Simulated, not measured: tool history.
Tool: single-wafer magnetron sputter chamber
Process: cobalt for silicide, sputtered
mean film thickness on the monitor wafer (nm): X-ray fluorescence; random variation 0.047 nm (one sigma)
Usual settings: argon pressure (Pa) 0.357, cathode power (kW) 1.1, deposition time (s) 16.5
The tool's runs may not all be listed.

| run | day | argon pressure (Pa) | cathode power (kW) | deposition time (s) | wafers since the last listed run | wafers on the sputter target | hours since the last manometer calibration | hours since the magnet pack was replaced | hours since the gauge calibration | read-back reference wafer on the same gauge, thickness_nm | mean film thickness on the monitor wafer (nm) |
|---|---|---|---|---|---|---|---|---|---|---|---|
| 1 | 0 | 0.262 | 1.1 | 16.5 | 0 | 5598 | 2248 | 9040.1 | 84.7 | 10.367 | 9.092 |
|  | 0.354 | sputter target and shields replaced |
| 2 | 0.654 | 0.357 | 1.1 | 16.5 | 262 | 246 | 2263.7 | 9055.8 | 100.4 | 10.375 | 8.779 |
| 3 | 1.033 | 0.283 | 1.1 | 16.5 | 310 | 556 | 2272.8 | 9064.9 | 109.5 | 10.35 | 9.112 |
|  | 1.104 | gauge calibrated |
| 4 | 1.575 | 0.283 | 1.1 | 16.5 | 443 | 999 | 2285.8 | 9077.9 | 11.3 | 10.367 | 9.093 |
| 5 | 1.854 | 0.283 | 1.1 | 16.5 | 228 | 1228 | 2292.5 | 9084.6 | 18 | 10.349 | 9.141 |
| 6 | 2.262 | 0.357 | 1.1 | 14.2 | 334 | 1562 | 2302.3 | 9094.4 | 27.8 | 10.34 | 7.505 |
|  | 3.146 | magnet pack replaced |
| 7 | 3.167 | 0.357 | 1.1 | 14.2 | 467 | 2029 | 2324 | 0.5 | 49.5 | 10.345 | 7.567 |
| 8 | 3.546 | 0.357 | 1.1 | 16.5 | 310 | 2339 | 2333.1 | 9.6 | 58.6 | 10.368 | 8.824 |
| 9 | 4.262 | 0.357 | 1.1 | 16.5 | 586 | 2925 | 2350.3 | 26.8 | 75.8 | 10.359 | 8.731 |
| 10 | 4.975 | 0.28 | 0.9 | 13.5 | 582 | 3508 | 2367.4 | 43.9 | 92.9 | 10.334 | 6.677 |
|  | 5.746 | capacitance manometer re-zeroed and calibrated |
| 11 | 5.767 | 0.357 | 1.1 | 16.5 | 374 | 3883 | 0.5 | 62.9 | 111.9 | 10.382 | 8.743 |
| 12 | 5.962 | 0.244 | 1.2 | 19.5 | 160 | 4044 | 5.2 | 67.6 | 116.6 | 10.345 | 11.6 |
|  | 6.429 | gauge calibrated |
| 13 | 6.596 | 0.239 | 1.3 | 17.6 | 518 | 4562 | 20.4 | 82.8 | 4 | 10.344 | 10.844 |
|  | 7.262 | sputter target and shields replaced |
| 14 | 7.283 | 0.303 | 1.25 | 15.1 | 289 | 17 | 36.9 | 99.3 | 20.5 | 10.371 | 8.91 |
| 15 | 7.658 | 0.357 | 1.1 | 16.5 | 306 | 324 | 45.9 | 108.3 | 29.5 | 10.346 | 8.737 |
| 16 | 8.308 | 0.234 | 1.3 | 19.8 | 531 | 855 | 61.5 | 123.9 | 45.1 | 10.344 | 12.315 |
| 17 | 9.017 | 0.357 | 1.25 | 16.5 | 579 | 1435 | 78.5 | 140.9 | 62.1 | 10.364 | 9.51 |
| 18 | 9.354 | 0.405 | 1.3 | 19.6 | 276 | 1711 | 86.6 | 149 | 70.2 | 10.353 | 11.349 |

Forecast each of these 5 alternatives for the next run:
| A | 9.371 | 0.357 | 1.2 | 16.5 | 13 | 1725 | 87 | 149.4 | 70.6 | ? | ? |
| B | 9.371 | 0.407 | 1.3 | 13.4 | 13 | 1725 | 87 | 149.4 | 70.6 | ? | ? |
| C | 9.371 | 0.399 | 1.3 | 16.5 | 13 | 1725 | 87 | 149.4 | 70.6 | ? | ? |
| D | 9.371 | 0.491 | 1.35 | 18.4 | 13 | 1725 | 87 | 149.4 | 70.6 | ? | ? |
| E | 9.371 | 0.357 | 0.9 | 13.9 | 13 | 1725 | 87 | 149.4 | 70.6 | ? | ? |

| run | read-back reference wafer on the same gauge, thickness_nm | mean film thickness on the monitor wafer (nm) |
|---|---|---|
| A | 10.341 | 9.32 |
| B | 10.341 | 7.788 |
| C | 10.341 | 9.625 |
| D | 10.341 | 10.553 |
| E | 10.341 | 6.61 |
Without the tool's hidden state the same runs would have given:
| run | mean film thickness on the monitor wafer (nm) |
|---|---|
| A | 9.32 |
| B | 7.788 |
| C | 9.625 |
| D | 10.553 |
| E | 6.61 |
